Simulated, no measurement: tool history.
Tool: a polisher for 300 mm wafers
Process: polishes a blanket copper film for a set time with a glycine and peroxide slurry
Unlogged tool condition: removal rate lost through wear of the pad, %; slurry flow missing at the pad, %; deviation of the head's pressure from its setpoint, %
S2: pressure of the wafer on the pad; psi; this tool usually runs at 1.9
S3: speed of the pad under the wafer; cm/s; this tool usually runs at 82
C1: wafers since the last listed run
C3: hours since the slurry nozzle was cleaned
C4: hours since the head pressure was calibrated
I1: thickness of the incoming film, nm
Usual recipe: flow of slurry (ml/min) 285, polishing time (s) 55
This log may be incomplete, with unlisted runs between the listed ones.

Run 1, day 0.000: usual settings but S3 64 cm/s; C1 0; wafers polished on this pad 147; C3 344.7; C4 189.1; I1 2137.4. Result: film removed (Å) 1827.
Run 2, day 2.621: usual settings but S3 64 cm/s; C1 377; wafers polished on this pad 525; C3 407.6; C4 252.0; I1 2156.3. Result: film removed (Å) 1817.
Run 3, day 6.471: usual settings but flow of slurry (ml/min) 260, S2 1.4 psi; C1 554; wafers polished on this pad 1080; C3 500.0; C4 344.4; I1 2148.2. Result: film removed (Å) 1659.
At day 9.650: slurry nozzle cleaned.
Run 4, day 9.762: usual settings but flow of slurry (ml/min) 260, S2 1.4 psi; C1 468; wafers polished on this pad 1548; C3 2.7; C4 423.4; I1 2186.7. Result: film removed (Å) 1715.
At day 12.946: worn pad replaced by a new one.
Run 5, day 13.721: usual settings but flow of slurry (ml/min) 210, S3 64 cm/s; C1 546; wafers polished on this pad 111; C3 97.7; C4 518.4; I1 2151.4. Result: film removed (Å) 1790.
Run 6, day 18.075: usual settings but S2 2.1 psi; C1 627; wafers polished on this pad 739; C3 202.2; C4 622.9; I1 2175.8. Result: film removed (Å) 2237.
At day 21.225: head pressure recalibrated.
Run 7, day 21.800: usual settings but S2 2.1 psi; C1 524; wafers polished on this pad 1264; C3 291.6; C4 13.8; I1 2153.5. Result: film removed (Å) 2187.
At day 24.779: worn pad replaced by a new one.
At day 30.858: slurry nozzle cleaned.
Run 8, day 33.150: usual settings but S2 2.1 psi; C1 1606; wafers polished on this pad 1200; C3 55.0; C4 286.2; I1 2195.2. Result: film removed (Å) 2196.
Run 9, day 35.038: usual settings; C1 272; wafers polished on this pad 1472; C3 100.3; C4 331.5; I1 2143.3. Result: film removed (Å) 2054.
At day 36.650: worn pad replaced by a new one.
Run 10, day 39.521: usual settings; C1 622; wafers polished on this pad 413; C3 207.9; C4 439.1; I1 2178.2. Result: film removed (Å) 2041.
Run 11, day 41.417: usual settings but polishing time (s) 40; C1 273; wafers polished on this pad 687; C3 253.4; C4 484.6; I1 2182.4. Result: film removed (Å) 1514.
Run 12, day 42.996: usual settings but flow of slurry (ml/min) 340; C1 227; wafers polished on this pad 914; C3 291.3; C4 522.5; I1 2145.5. Result: film removed (Å) 2084.
Run 13, day 46.925: usual settings but flow of slurry (ml/min) 205, S3 70 cm/s; C1 566; wafers polished on this pad 1481; C3 385.6; C4 616.8; I1 2166.2. Result: film removed (Å) 1804.
At day 48.917: worn pad replaced by a new one.
Run 14, day 50.408: usual settings but flow of slurry (ml/min) 235, S2 1.6 psi, S3 102 cm/s, polishing time (s) 72; C1 478; wafers polished on this pad 215; C3 469.2; C4 700.4; I1 2172.8. Result: film removed (Å) 2582.
At day 52.108: head pressure recalibrated.
Run 15, day 53.021: usual settings; C1 364; wafers polished on this pad 579; C3 531.9; C4 21.9; I1 2197.3. Result: film removed (Å) 1986.
At day 54.483: slurry nozzle cleaned.
Run 16, day 57.250: usual settings but polishing time (s) 69; C1 603; wafers polished on this pad 1183; C3 66.4; C4 123.4; I1 2195.7. Result: film removed (Å) 2582.
Run 17, day 61.367: usual settings; C1 593; wafers polished on this pad 1776; C3 165.2; C4 222.2; I1 2176.5. Result: film removed (Å) 2049.
At day 63.008: worn pad replaced by a new one.
Run 18, day 63.617: usual settings but polishing time (s) 49; C1 300; wafers polished on this pad 87; C3 219.2; C4 276.2; I1 2151.3. Result: film removed (Å) 1842.
Run 19, day 65.896: usual settings but S3 74 cm/s, polishing time (s) 66; C1 328; wafers polished on this pad 416; C3 273.9; C4 330.9; I1 2185.0. Result: film removed (Å) 2351.
Run 20, day 69.317: usual settings but flow of slurry (ml/min) 380, S3 62 cm/s, polishing time (s) 38; C1 493; wafers polished on this pad 909; C3 356.0; C4 413.0; I1 2128.2. Result: film removed (Å) 1275.

Below are 3 alternative next runs, each starting from the tool's condition after run 20. Predict each:
Run A, day 69.333: usual settings; C1 2; wafers polished on this pad 911; C3 356.4; C4 413.4; I1 2144.9. Result: film removed (Å) ?.
Run B, day 69.333: usual settings but flow of slurry (ml/min) 190, S2 2.3 psi, polishing time (s) 61; C1 2; wafers polished on this pad 911; C3 356.4; C4 413.4; I1 2144.9. Result: film removed (Å) ?.
Run C, day 69.333: usual settings but flow of slurry (ml/min) 375, S2 2.2 psi; C1 2; wafers polished on this pad 911; C3 356.4; C4 413.4; I1 2144.9. Result: film removed (Å) ?.

run  film removed (Å)
  A              2030
  B              2492
  C              2285
With no hidden state in the tool, these same runs would have given:
run  film removed (Å)
  A              2063
  B              2544
  C              2316
